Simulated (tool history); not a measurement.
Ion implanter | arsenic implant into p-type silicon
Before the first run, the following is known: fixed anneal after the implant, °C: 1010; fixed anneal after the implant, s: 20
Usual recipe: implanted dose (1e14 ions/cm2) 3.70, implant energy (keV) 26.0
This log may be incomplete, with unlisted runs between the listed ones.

run,day,implanted dose (1e14 ions/cm2),implant energy (keV),wafers since the last listed run,hours since the last dose calibration,hours since the extraction supply was calibrated,hours since the gauge calibration,"read-back reference wafer on the same gauge, sheet resistance",sheet resistance of the implanted and annealed layer (ohm/square)
1,0.000,3.70,26.0,0,1942.7,2589.2,33.0,280.17,264.79
2,1.288,3.70,26.0,436,1973.6,2620.1,63.9,280.00,264.47
3,2.758,4.52,24.0,498,2008.9,2655.4,99.2,280.15,229.83
# day 3.800: extraction supply calibrated
# day 4.133: Faraday cup replaced and dose calibrated
4,4.225,4.52,24.0,270,2.2,10.2,134.4,279.96,229.76
5,4.967,4.52,24.0,251,20.0,28.0,152.2,279.85,230.53
# day 5.438: gauge calibrated
6,5.708,3.70,32.5,251,37.8,45.8,6.5,280.18,256.35
7,6.533,3.70,32.5,279,57.6,65.6,26.3,280.28,257.16
8,7.708,3.70,26.0,397,85.8,93.8,54.5,279.97,264.82

The next listed run, before its measurement:
9,8.325,2.84,22.0,208,100.6,108.6,69.3,?,?

Run 9 produced read-back reference wafer on the same gauge, sheet resistance 279.95, sheet resistance of the implanted and annealed layer (ohm/square) 330.37.
The same run, on a tool lacking any hidden state, would have yielded sheet resistance of the implanted and annealed layer (ohm/square) 330.37.
